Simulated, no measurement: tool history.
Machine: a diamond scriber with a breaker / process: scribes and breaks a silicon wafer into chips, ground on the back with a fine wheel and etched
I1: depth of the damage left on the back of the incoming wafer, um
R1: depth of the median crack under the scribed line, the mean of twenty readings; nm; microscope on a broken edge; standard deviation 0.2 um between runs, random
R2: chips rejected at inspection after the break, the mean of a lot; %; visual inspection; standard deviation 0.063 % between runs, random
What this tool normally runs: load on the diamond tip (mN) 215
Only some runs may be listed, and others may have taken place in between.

{"run": 1, "hour": 0.0, "load on the diamond tip (mN)": 215, "I1": 0.53, "R1": 10810, "R2": 1.2}
{"run": 2, "hour": 39.9, "load on the diamond tip (mN)": 215, "I1": 0.42, "R1": 10560, "R2": 1.46}
{"hour": 91.5, "done": "load on the tip recalibrated"}
{"run": 3, "hour": 152.7, "load on the diamond tip (mN)": 262, "I1": 0.58, "R1": 11670, "R2": 0.98}
{"run": 4, "hour": 243.1, "load on the diamond tip (mN)": 262, "I1": 0.45, "R1": 11930, "R2": 0.79}
{"run": 5, "hour": 325.5, "load on the diamond tip (mN)": 215, "I1": 0.71, "R1": 10650, "R2": 2.09}
{"run": 6, "hour": 381.4, "load on the diamond tip (mN)": 245, "I1": 0.51, "R1": 10760, "R2": 1.02}
{"run": 7, "hour": 450.6, "load on the diamond tip (mN)": 245, "I1": 0.67, "R1": 10850, "R2": 0.99}
{"run": 8, "hour": 556.3, "load on the diamond tip (mN)": 229, "I1": 0.47, "R1": 10340, "R2": 1.67}
{"run": 9, "hour": 616.8, "load on the diamond tip (mN)": 229, "I1": 0.58, "R1": 10250, "R2": 1.66}
{"hour": 646.7, "done": "load on the tip recalibrated"}
{"hour": 814.8, "done": "diamond tip replaced by a new one"}
{"run": 10, "hour": 851.0, "load on the diamond tip (mN)": 215, "I1": 0.79, "R1": 11180, "R2": 0.92}
{"run": 11, "hour": 957.5, "load on the diamond tip (mN)": 215, "I1": 0.37, "R1": 11300, "R2": 1.05}
{"run": 12, "hour": 1065.2, "load on the diamond tip (mN)": 215, "I1": 0.46, "R1": 10700, "R2": 1.62}
{"run": 13, "hour": 1123.8, "load on the diamond tip (mN)": 215, "I1": 0.36, "R1": 10650, "R2": 1.65}
{"hour": 1158.6, "done": "load on the tip recalibrated"}
{"run": 14, "hour": 1169.0, "load on the diamond tip (mN)": 172, "I1": 0.76, "R1": 8950, "R2": 5.85}
{"run": 15, "hour": 1216.4, "load on the diamond tip (mN)": 275, "I1": 0.66, "R1": 12010, "R2": 1.04}
{"run": 16, "hour": 1299.6, "load on the diamond tip (mN)": 215, "I1": 0.76, "R1": 10190, "R2": 2.02}
{"run": 17, "hour": 1401.1, "load on the diamond tip (mN)": 161, "I1": 0.53, "R1": 8370, "R2": 9.05}
{"run": 18, "hour": 1468.1, "load on the diamond tip (mN)": 195, "I1": 0.39, "R1": 9770, "R2": 3.93}
{"run": 19, "hour": 1554.0, "load on the diamond tip (mN)": 254, "I1": 0.75, "R1": 11290, "R2": 1.02}
{"hour": 1727.9, "done": "diamond tip replaced by a new one"}
{"hour": 1780.6, "done": "load on the tip recalibrated"}
{"run": 20, "hour": 1790.8, "load on the diamond tip (mN)": 156, "I1": 0.64, "R1": 8900, "R2": 6.16}
{"run": 21, "hour": 1947.6, "load on the diamond tip (mN)": 215, "I1": 0.47, "R1": 10660, "R2": 1.45}
{"run": 22, "hour": 2037.5, "load on the diamond tip (mN)": 179, "I1": 0.75, "R1": 9280, "R2": 5.85}
{"run": 23, "hour": 2291.9, "load on the diamond tip (mN)": 199, "I1": 0.32, "R1": 9490, "R2": 4.3}
{"run": 24, "hour": 2376.3, "load on the diamond tip (mN)": 184, "I1": 0.61, "R1": 9260, "R2": 5.79}

Each row is a separate what-if for the run after 24, all from the same tool condition, not one after another. Results?
{"run": "A", "hour": 2376.9, "load on the diamond tip (mN)": 215, "I1": 0.49, "R1": "?", "R2": "?"}
{"run": "B", "hour": 2376.9, "load on the diamond tip (mN)": 189, "I1": 0.49, "R1": "?", "R2": "?"}
{"run": "C", "hour": 2376.9, "load on the diamond tip (mN)": 273, "I1": 0.49, "R1": "?", "R2": "?"}

run=A R1=9870 R2=2.77
run=B R1=9100 R2=5.73
run=C R1=11470 R2=0.91
The same runs, with their run-to-run variation unchanged, on a tool lacking any hidden condition would have given:
run=A R1=11250 R2=0.87
run=B R1=10380 R2=1.59
run=C R1=13080 R2=3.36
